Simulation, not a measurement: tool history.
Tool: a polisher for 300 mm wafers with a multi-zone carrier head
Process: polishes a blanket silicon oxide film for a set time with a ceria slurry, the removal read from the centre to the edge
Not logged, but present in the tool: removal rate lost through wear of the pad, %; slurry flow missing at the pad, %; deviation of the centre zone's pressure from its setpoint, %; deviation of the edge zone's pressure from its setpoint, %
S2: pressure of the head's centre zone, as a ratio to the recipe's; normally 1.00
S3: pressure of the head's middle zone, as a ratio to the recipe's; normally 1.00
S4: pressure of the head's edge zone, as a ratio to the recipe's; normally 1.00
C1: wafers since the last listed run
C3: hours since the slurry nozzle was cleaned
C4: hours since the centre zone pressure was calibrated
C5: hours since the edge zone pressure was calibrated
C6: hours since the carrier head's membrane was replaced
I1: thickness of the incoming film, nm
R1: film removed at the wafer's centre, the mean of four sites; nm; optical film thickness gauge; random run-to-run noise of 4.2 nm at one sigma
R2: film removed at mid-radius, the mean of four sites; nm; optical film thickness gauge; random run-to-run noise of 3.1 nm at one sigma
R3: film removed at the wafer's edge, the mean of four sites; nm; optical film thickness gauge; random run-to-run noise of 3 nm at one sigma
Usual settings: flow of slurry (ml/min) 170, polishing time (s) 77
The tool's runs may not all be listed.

Run 1, hour 0.0: usual settings but flow of slurry (ml/min) 155, S4 0.91; C1 0; wafers polished on this pad 459; C3 64.7; C4 841.7; C5 575.4; C6 731.2; I1 1577.5. Result: R1 436.6 nm, R2 427.9 nm, R3 425.4 nm.
Run 2, hour 8.3: usual settings; C1 55; wafers polished on this pad 515; C3 73.0; C4 850.0; C5 583.7; C6 739.5; I1 1587.5. Result: R1 443.7 nm, R2 425.7 nm, R3 437.4 nm.
At hour 30.5: centre zone pressure recalibrated.
At hour 43.4: worn pad replaced by a new one.
Run 3, hour 46.6: usual settings but flow of slurry (ml/min) 230, S3 1.04, S4 1.07, polishing time (s) 87; C1 216; wafers polished on this pad 21; C3 111.3; C4 16.1; C5 622.0; C6 777.8; I1 1600.2. Result: R1 526.0 nm, R2 520.2 nm, R3 528.3 nm.
Run 4, hour 61.3: usual settings; C1 98; wafers polished on this pad 120; C3 126.0; C4 30.8; C5 636.7; C6 792.5; I1 1610.8. Result: R1 457.5 nm, R2 432.2 nm, R3 444.9 nm.
Run 5, hour 72.9: usual settings but flow of slurry (ml/min) 120, S2 1.04, S4 1.09; C1 77; wafers polished on this pad 197; C3 137.6; C4 42.4; C5 648.3; C6 804.1; I1 1584.5. Result: R1 450.6 nm, R2 417.2 nm, R3 446.5 nm.
Run 6, hour 80.6: usual settings but flow of slurry (ml/min) 195, S3 0.97; C1 51; wafers polished on this pad 249; C3 145.3; C4 50.1; C5 656.0; C6 811.8; I1 1610.0. Result: R1 458.9 nm, R2 430.5 nm, R3 447.9 nm.
Run 7, hour 97.8: usual settings; C1 115; wafers polished on this pad 364; C3 162.5; C4 67.3; C5 673.2; C6 829.0; I1 1596.2. Result: R1 444.1 nm, R2 431.0 nm, R3 440.3 nm.
At hour 110.7: edge zone pressure recalibrated.
Run 8, hour 142.8: usual settings but polishing time (s) 87; C1 288; wafers polished on this pad 652; C3 207.5; C4 112.3; C5 32.1; C6 874.0; I1 1609.7. Result: R1 498.1 nm, R2 475.6 nm, R3 497.0 nm.
Run 9, hour 153.0: usual settings but S3 0.92, polishing time (s) 95; C1 68; wafers polished on this pad 721; C3 217.7; C4 122.5; C5 42.3; C6 884.2; I1 1581.5. Result: R1 536.4 nm, R2 489.7 nm, R3 537.6 nm.
Run 10, hour 168.3: usual settings but S2 1.11; C1 102; wafers polished on this pad 823; C3 233.0; C4 137.8; C5 57.6; C6 899.5; I1 1616.1. Result: R1 479.8 nm, R2 422.8 nm, R3 432.0 nm.
Run 11, hour 177.5: usual settings but S3 0.94, S4 1.08, polishing time (s) 63; C1 61; wafers polished on this pad 885; C3 242.2; C4 147.0; C5 66.8; C6 908.7; I1 1612.5. Result: R1 354.9 nm, R2 325.9 nm, R3 359.0 nm.
At hour 186.8: worn pad replaced by a new one.
At hour 188.3: carrier head's membrane replaced by a new one.
Run 12, hour 188.8: usual settings but flow of slurry (ml/min) 205, S2 1.06, S3 0.96, S4 0.88; C1 38; wafers polished on this pad 3; C3 253.5; C4 158.3; C5 78.1; C6 0.5; I1 1610.1. Result: R1 493.5 nm, R2 434.4 nm, R3 433.9 nm.
Run 13, hour 198.2: usual settings but flow of slurry (ml/min) 185, S2 0.93, polishing time (s) 58; C1 62; wafers polished on this pad 66; C3 262.9; C4 167.7; C5 87.5; C6 9.9; I1 1582.9. Result: R1 321.6 nm, R2 332.3 nm, R3 342.4 nm.
Run 14, hour 216.1: usual settings; C1 119; wafers polished on this pad 186; C3 280.8; C4 185.6; C5 105.4; C6 27.8; I1 1588.1. Result: R1 454.9 nm, R2 437.0 nm, R3 441.7 nm.
Run 15, hour 260.6: usual settings but S2 0.91, S3 0.96; C1 298; wafers polished on this pad 484; C3 325.3; C4 230.1; C5 149.9; C6 72.3; I1 1591.3. Result: R1 406.2 nm, R2 422.1 nm, R3 445.5 nm.
Run 16, hour 269.8: usual settings but S2 1.11; C1 61; wafers polished on this pad 545; C3 334.5; C4 239.3; C5 159.1; C6 81.5; I1 1597.8. Result: R1 495.0 nm, R2 431.5 nm, R3 440.3 nm.
Run 17, hour 277.4: usual settings but flow of slurry (ml/min) 195, S3 0.97; C1 50; wafers polished on this pad 596; C3 342.1; C4 246.9; C5 166.7; C6 89.1; I1 1600.4. Result: R1 448.5 nm, R2 426.7 nm, R3 444.4 nm.
Run 18, hour 287.5: usual settings; C1 67; wafers polished on this pad 664; C3 352.2; C4 257.0; C5 176.8; C6 99.2; I1 1570.8. Result: R1 444.1 nm, R2 426.8 nm, R3 433.5 nm.
Run 19, hour 309.5: usual settings but S3 0.92; C1 147; wafers polished on this pad 811; C3 374.2; C4 279.0; C5 198.8; C6 121.2; I1 1610.8. Result: R1 433.2 nm, R2 392.9 nm, R3 432.9 nm.
At hour 315.7: worn pad replaced by a new one.
Run 20, hour 317.5: usual settings but S2 0.89, polishing time (s) 89; C1 26; wafers polished on this pad 12; C3 382.2; C4 287.0; C5 206.8; C6 129.2; I1 1592.7. Result: R1 462.7 nm, R2 498.8 nm, R3 510.0 nm.
Run 21, hour 327.9: usual settings but S4 1.04; C1 69; wafers polished on this pad 81; C3 392.6; C4 297.4; C5 217.2; C6 139.6; I1 1626.7. Result: R1 445.1 nm, R2 433.0 nm, R3 448.6 nm.

Below are 5 alternative next runs, each starting from the tool's condition after run 21. Predict each:
Run A, hour 328.3: usual settings but flow of slurry (ml/min) 140; C1 2; wafers polished on this pad 84; C3 393.0; C4 297.8; C5 217.6; C6 140.0; I1 1622.4. Result: R1 ?, R2 ?, R3 ?.
Run B, hour 328.3: usual settings but flow of slurry (ml/min) 200, S3 0.93, S4 0.88, polishing time (s) 95; C1 2; wafers polished on this pad 84; C3 393.0; C4 297.8; C5 217.6; C6 140.0; I1 1622.4. Result: R1 ?, R2 ?, R3 ?.
Run C, hour 328.3: usual settings but flow of slurry (ml/min) 150, S2 1.07; C1 2; wafers polished on this pad 84; C3 393.0; C4 297.8; C5 217.6; C6 140.0; I1 1622.4. Result: R1 ?, R2 ?, R3 ?.
Run D, hour 328.3: usual settings but flow of slurry (ml/min) 135, S2 1.09, S3 0.91; C1 2; wafers polished on this pad 84; C3 393.0; C4 297.8; C5 217.6; C6 140.0; I1 1622.4. Result: R1 ?, R2 ?, R3 ?.
Run E, hour 328.3: usual settings but flow of slurry (ml/min) 110, S2 1.11, S4 0.92, polishing time (s) 70; C1 2; wafers polished on this pad 84; C3 393.0; C4 297.8; C5 217.6; C6 140.0; I1 1622.4. Result: R1 ?, R2 ?, R3 ?.

run     R1     R2     R3
  A  436.0  425.1  435.1
  B  563.1  518.6  527.7
  C  471.2  428.5  437.7
  D  472.9  395.3  434.2
  E  425.6  374.8  375.2
What these runs would have given with no unlogged condition in the tool:
run     R1     R2     R3
  A  441.0  430.0  440.1
  B  569.5  524.6  533.8
  C  476.6  433.4  442.8
  D  478.4  399.8  439.2
  E  430.5  379.1  379.5

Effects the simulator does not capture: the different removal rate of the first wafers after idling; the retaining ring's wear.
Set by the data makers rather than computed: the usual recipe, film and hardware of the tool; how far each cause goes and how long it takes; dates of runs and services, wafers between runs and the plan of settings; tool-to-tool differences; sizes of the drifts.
